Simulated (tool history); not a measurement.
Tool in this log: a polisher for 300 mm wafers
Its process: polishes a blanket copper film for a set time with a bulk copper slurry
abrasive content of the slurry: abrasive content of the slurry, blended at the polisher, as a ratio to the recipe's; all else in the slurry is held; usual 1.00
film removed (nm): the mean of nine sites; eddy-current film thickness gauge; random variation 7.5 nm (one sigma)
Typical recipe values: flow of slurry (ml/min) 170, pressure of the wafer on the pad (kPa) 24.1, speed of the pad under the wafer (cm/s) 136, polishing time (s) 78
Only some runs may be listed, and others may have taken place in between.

run,hour,flow of slurry (ml/min),pressure of the wafer on the pad (kPa),speed of the pad under the wafer (cm/s),abrasive content of the slurry,polishing time (s),wafers since the last listed run,wafers polished on this pad,hours since the slurry nozzle was cleaned,hours since the head pressure was calibrated,hours since the slurry blender was calibrated,"incoming thickness of the incoming film, nm",film removed (nm)
1,0.0,170,24.1,136,1.00,78,0,167,270.8,862.6,116.4,4336.4,938.3
2,52.7,170,24.1,136,1.00,78,295,462,323.5,915.3,169.1,4344.9,925.0
# hour 60.5: slurry nozzle cleaned
3,94.9,170,24.1,136,1.00,78,231,694,34.4,957.5,211.3,4399.8,1003.4
4,141.3,170,24.1,136,1.00,78,260,954,80.8,1003.9,257.7,4332.4,1004.0
# hour 147.1: slurry blender recalibrated
5,179.8,170,24.1,162,1.00,72,204,1158,119.3,1042.4,32.7,4344.2,1098.2
# hour 216.8: worn pad replaced by a new one
6,230.8,170,24.1,162,1.00,72,263,78,170.3,1093.4,83.7,4340.5,1059.2
7,275.9,170,24.1,162,1.00,72,252,331,215.4,1138.5,128.8,4337.6,1066.0
8,380.3,170,29.6,116,1.00,78,585,917,319.8,1242.9,233.2,4270.9,995.2
# hour 409.9: slurry blender recalibrated
9,456.6,135,24.1,136,1.00,78,416,1333,396.1,1319.2,46.7,4381.3,848.7
# hour 488.8: slurry nozzle cleaned
10,515.5,135,24.1,136,1.00,78,324,1658,26.7,1378.1,105.6,4344.0,945.2
# hour 528.0: worn pad replaced by a new one
11,594.9,135,24.1,136,1.00,78,422,375,106.1,1457.5,185.0,4344.5,934.4
12,653.2,170,24.1,136,1.00,97,327,702,164.4,1515.8,243.3,4389.5,1207.5
# hour 718.1: slurry blender recalibrated
13,726.6,170,24.1,136,1.00,78,400,1102,237.8,1589.2,8.5,4314.4,931.7
14,806.4,170,20.0,176,1.00,78,447,1550,317.6,1669.0,88.3,4352.0,996.9
# hour 810.7: worn pad replaced by a new one
# hour 819.7: head pressure recalibrated
# hour 859.6: slurry nozzle cleaned
15,913.9,125,24.1,136,1.00,78,563,561,54.3,94.2,195.8,4360.3,944.6
# hour 995.6: slurry blender recalibrated
16,1008.9,145,21.4,136,1.15,78,521,1083,149.3,189.2,13.3,4386.5,862.9
17,1063.8,170,24.1,136,1.00,78,307,1391,204.2,244.1,68.2,4312.1,987.1
# hour 1104.2: worn pad replaced by a new one
18,1117.8,145,21.4,136,1.15,78,280,76,258.2,298.1,122.2,4402.3,838.1
19,1172.9,170,32.4,136,1.10,78,309,385,313.3,353.2,177.3,4322.2,1291.9
# hour 1245.4: slurry nozzle cleaned
20,1245.9,150,24.1,124,1.00,78,403,788,0.5,426.2,250.3,4416.3,909.0
# hour 1279.4: slurry blender recalibrated
21,1337.5,110,17.2,164,1.00,94,502,1291,92.1,517.8,58.1,4287.4,931.9
# hour 1370.4: worn pad replaced by a new one
22,1426.7,170,21.4,136,1.00,78,477,315,181.3,607.0,147.3,4265.8,862.2

How the hidden state differs across the entries between the runs, from the last listed run before each to the first after it:
Logged between run 2 and run 3: slurry nozzle cleaned (hour 60.5)
  slurry flow missing at the pad, %: 33.3 -> 6.06
  measured value less the no-hidden-state value, film removed (nm): -84.5 -> -11.1
Logged between run 4 and run 5: slurry blender recalibrated (hour 147.1)
  slurry flow missing at the pad, %: 10.2 -> 13.7
  measured value less the no-hidden-state value, film removed (nm): -19.7 -> -30.3
Logged between run 5 and run 6: worn pad replaced by a new one (hour 216.8)
  slurry flow missing at the pad, %: 13.7 -> 18.3
  measured value less the no-hidden-state value, film removed (nm): -30.3 -> -41.7
Logged between run 8 and run 9: slurry blender recalibrated (hour 409.9)
  slurry flow missing at the pad, %: 31.8 -> 38.7
  measured value less the no-hidden-state value, film removed (nm): -84.4 -> -127.6
Logged between run 9 and run 10: slurry nozzle cleaned (hour 488.8)
  slurry flow missing at the pad, %: 38.7 -> 8.84
  measured value less the no-hidden-state value, film removed (nm): -127.6 -> -20.0
Logged between run 10 and run 11: worn pad replaced by a new one (hour 528.0)
  slurry flow missing at the pad, %: 8.84 -> 16
  measured value less the no-hidden-state value, film removed (nm): -20.0 -> -39.4
Logged between run 12 and run 13: slurry blender recalibrated (hour 718.1)
  slurry flow missing at the pad, %: 21.3 -> 27.9
  measured value less the no-hidden-state value, film removed (nm): -57.5 -> -64.7
Logged between run 14 and run 15: worn pad replaced by a new one (hour 810.7); head pressure recalibrated (hour 819.7); slurry nozzle cleaned (hour 859.6)
  slurry flow missing at the pad, %: 35.1 -> 7.32
  measured value less the no-hidden-state value, film removed (nm): -99.1 -> -17.5
Logged between run 15 and run 16: slurry blender recalibrated (hour 995.6)
  slurry flow missing at the pad, %: 7.32 -> 15.9
  measured value less the no-hidden-state value, film removed (nm): -17.5 -> -33.5
Logged between run 17 and run 18: worn pad replaced by a new one (hour 1104.2)
  slurry flow missing at the pad, %: 20.8 -> 25.7
  measured value less the no-hidden-state value, film removed (nm): -45.8 -> -61.2
Logged between run 19 and run 20: slurry nozzle cleaned (hour 1245.4)
  slurry flow missing at the pad, %: 30.7 -> 1.67
  measured value less the no-hidden-state value, film removed (nm): -103.7 -> -3.0
Logged between run 20 and run 21: slurry blender recalibrated (hour 1279.4)
  slurry flow missing at the pad, %: 1.67 -> 9.93
  measured value less the no-hidden-state value, film removed (nm): -3.0 -> -27.8
Logged between run 21 and run 22: worn pad replaced by a new one (hour 1370.4)
  slurry flow missing at the pad, %: 9.93 -> 18
  measured value less the no-hidden-state value, film removed (nm): -27.8 -> -33.1
